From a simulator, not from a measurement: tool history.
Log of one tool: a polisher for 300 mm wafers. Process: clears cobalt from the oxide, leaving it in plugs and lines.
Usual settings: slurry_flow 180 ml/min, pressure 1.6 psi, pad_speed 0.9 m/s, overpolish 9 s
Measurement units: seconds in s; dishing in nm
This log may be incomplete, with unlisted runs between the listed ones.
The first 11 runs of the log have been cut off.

run,hour,slurry_flow,pressure,pad_speed,overpolish,wafers since the last listed run,wafers polished on this pad,hours since the slurry nozzle was cleaned,hours since the head pressure was calibrated,"incoming thickness of the incoming film, nm",seconds,dishing
# hour 868.8: worn pad replaced by a new one
12,910.3,180,1.6,0.72,9,334,295,421.6,390.6,161.5,58.8,18.9
13,979,180,1.6,0.9,9,489,785,490.3,459.3,158.5,47.8,22.3
14,1049.2,180,1.6,0.9,9,500,1286,560.5,529.5,156.9,47.2,21.4
# hour 1087.4: slurry nozzle cleaned
15,1110.7,180,1.6,0.9,9,431,1717,23.3,591,160.5,49.5,21.8
16,1154.2,180,1.6,0.9,9,310,2027,66.8,634.5,161.5,49.4,21.8
17,1205,180,1.8,0.9,9,362,2389,117.6,685.3,161.2,44.5,22.6
18,1270,145,1.3,0.9,5,463,2852,182.6,750.3,159.1,64.3,10
19,1337,230,1.6,0.9,9,477,3330,249.6,817.3,159.3,49.4,21.2
# hour 1377.9: worn pad replaced by a new one
20,1378.4,180,1.6,0.9,9,266,3,291,858.7,159.1,45.4,22.6
# hour 1429.6: head pressure recalibrated
21,1442.2,180,1.6,0.9,9,440,443,354.8,12.6,161.5,46.3,22.1
22,1473.7,140,1.1,1.08,4,224,668,386.3,44.1,162.3,60.5,8.8
23,1521.8,180,1.6,0.9,9,342,1011,434.4,92.2,160.6,47.3,22.1
24,1560.5,155,1.4,1.02,12,275,1287,473.1,130.9,161.2,49.5,27.4
# hour 1709.7: slurry nozzle cleaned
25,1752.9,220,1.8,1.18,5,1364,2651,43.2,323.3,162.8,34.4,18.2
26,1790,200,1.6,0.68,9,264,2915,80.3,360.4,159.3,65.7,16.7
27,1836,180,1.6,0.68,9,327,3243,126.3,406.4,159.6,69.9,16.1
# hour 1885.9: worn pad replaced by a new one
28,1903.6,180,1.6,0.9,9,453,126,193.9,474,157.7,45.9,22.6
29,1946.5,180,1.6,0.78,9,305,431,236.8,516.9,157.3,53.6,20
30,2004.2,180,1.6,0.9,9,411,843,294.5,574.6,160.4,49.6,21.7
31,2029.3,145,1.6,1,9,178,1022,319.6,599.7,162.3,46.5,22.9
32,2096.4,125,1.8,1.06,13,478,1500,386.7,666.8,161.5,40.7,32.8
33,2155.1,180,1.6,1.08,12,418,1918,445.4,725.5,158.7,42.5,30.8
34,2188.1,180,1.6,1.12,5,235,2154,478.4,758.5,157.8,40,15.7
35,2243.5,180,1.2,0.9,13,394,2548,533.8,813.9,160.6,68.2,22.8

Here are 3 independent what-if runs from the current tool condition. What would each one return?
A,2243.9,180,1.6,0.9,9,2,2551,534.2,814.3,159.7,?,?
B,2243.9,180,1.6,1.18,6,2,2551,534.2,814.3,159.7,?,?
C,2243.9,180,1.6,1.04,5,2,2551,534.2,814.3,159.7,?,?

run,seconds,dishing
A,52.5,20.6
B,40,18.4
C,45.4,14
Without the tool's unlogged condition, the same runs would have read:
run,seconds,dishing
A,46.6,22.8
B,35.5,20.4
C,40.3,15.6

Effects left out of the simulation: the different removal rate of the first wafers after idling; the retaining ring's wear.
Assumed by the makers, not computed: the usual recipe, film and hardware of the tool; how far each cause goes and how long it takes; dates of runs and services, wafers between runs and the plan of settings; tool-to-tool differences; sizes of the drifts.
